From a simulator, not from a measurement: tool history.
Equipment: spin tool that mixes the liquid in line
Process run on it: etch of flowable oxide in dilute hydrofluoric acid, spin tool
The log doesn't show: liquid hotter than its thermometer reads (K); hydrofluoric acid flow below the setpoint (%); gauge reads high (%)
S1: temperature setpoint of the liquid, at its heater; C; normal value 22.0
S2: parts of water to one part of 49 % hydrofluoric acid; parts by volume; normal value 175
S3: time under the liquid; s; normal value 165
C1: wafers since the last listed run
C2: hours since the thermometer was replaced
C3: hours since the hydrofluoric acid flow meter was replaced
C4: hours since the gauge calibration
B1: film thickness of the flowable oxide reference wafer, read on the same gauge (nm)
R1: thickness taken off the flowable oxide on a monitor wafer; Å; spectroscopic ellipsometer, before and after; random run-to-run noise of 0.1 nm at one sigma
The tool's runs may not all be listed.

run      day    S1   S2   S3    C1      C2     C3      C4      B1     R1
  1    0.000  22.0  175  165     0    36.6   28.7   175.9  120.00  258.0
  2    4.154  22.0  175  165   493   136.3  128.4   275.6  120.01  258.4
  3    8.554  22.0  175  165   523   241.9  234.0   381.2  120.03  258.4
  4   11.000  20.5  175  165   290   300.6  292.7   439.9  119.99  244.0
  5   15.108  20.5  175  165   488   399.2  391.3   538.5  120.01  244.9
  6   18.821  22.0  175  165   441   488.3  480.4   627.6  119.96  260.3
      20.508  -- hydrofluoric acid flow meter replaced
  7   21.038  22.0  175  165   258   541.5   12.7   680.8  120.03  260.4
  8   23.875  22.0  175  165   337   609.6   80.8   748.9  119.99  260.5
  9   27.167  22.0  175  165   391   688.6  159.8   827.9  120.02  261.2
 10   39.896  22.0  175  165  1513   994.1  465.3  1133.4  119.98  261.6
      40.325  -- hydrofluoric acid flow meter replaced
 11   42.742  22.0  175  165   333  1062.4   58.0  1201.7  120.02  263.4
 12   46.504  22.0  175  220   447  1152.7  148.3  1292.0  119.98  352.4
 13   48.496  22.0  175  105   236  1200.5  196.1  1339.8  119.97  168.0
      49.342  -- thermometer replaced
 14   50.388  25.0  175  165   219    25.1  241.5  1385.2  120.01  287.8
 15   54.867  22.0  150  165   532   132.6  349.0  1492.7  119.99  308.3
 16   56.696  19.0  125  165   217   176.5  392.9  1536.6  119.98  338.8
      60.796  -- hydrofluoric acid flow meter replaced
 17   61.088  22.0  210  135   517   281.9    7.0  1642.0  119.96  169.9
      69.242  -- gauge calibrated
 18   73.842  20.0  205  225  1516   588.0  313.1   110.4  120.01  272.9
 19   78.217  19.5  175  165   520   693.0  418.1   215.4  120.00  236.8
 20   80.196  26.5  250   90   235   740.5  465.6   262.9  119.98  107.6
      82.558  -- hydrofluoric acid flow meter replaced
 21   83.121  18.0  200   65   342   810.7   13.5   333.1  120.04   74.7
 22   86.179  26.0  175  205   363   884.1   86.9   406.5  120.01  374.6
 23   90.183  18.0  175  165   475   980.2  183.0   502.6  120.00  222.5
 24   91.821  22.0  175  165   194  1019.5  222.3   541.9  120.00  261.9
 25  102.212  22.0  175  165  1235  1268.9  471.7   791.3  119.99  262.5
 26  104.108  20.5  150   80   225  1314.4  517.2   836.8  119.99  144.9
 27  105.638  25.0  120  110   181  1351.1  553.9   873.5  120.00  305.0
     106.321  -- thermometer replaced
 28  108.600  22.0  175  165   347    54.7  625.0   944.6  119.99  257.1
     108.854  -- hydrofluoric acid flow meter replaced
 29  116.454  22.0  175  165   928   243.2  182.4  1133.1  120.02  259.3

Below are 4 alternative next runs, each starting from the tool's condition after run 29. Predict each:
  A  116.475  22.0  175  165   2  243.7  182.9  1133.6   ?   ?
  B  116.475  22.0  235   80   2  243.7  182.9  1133.6   ?   ?
  C  116.475  20.0  150  225   2  243.7  182.9  1133.6   ?   ?
  D  116.475  19.0  110  245   2  243.7  182.9  1133.6   ?   ?

run      B1     R1
  A  120.02  259.6
  B  120.02   88.1
  C  120.02  392.2
  D  120.02  583.6
Without the tool's hidden state the same runs would have given:
run     R1
  A  257.4
  B   87.4
  C  388.8
  D  578.3

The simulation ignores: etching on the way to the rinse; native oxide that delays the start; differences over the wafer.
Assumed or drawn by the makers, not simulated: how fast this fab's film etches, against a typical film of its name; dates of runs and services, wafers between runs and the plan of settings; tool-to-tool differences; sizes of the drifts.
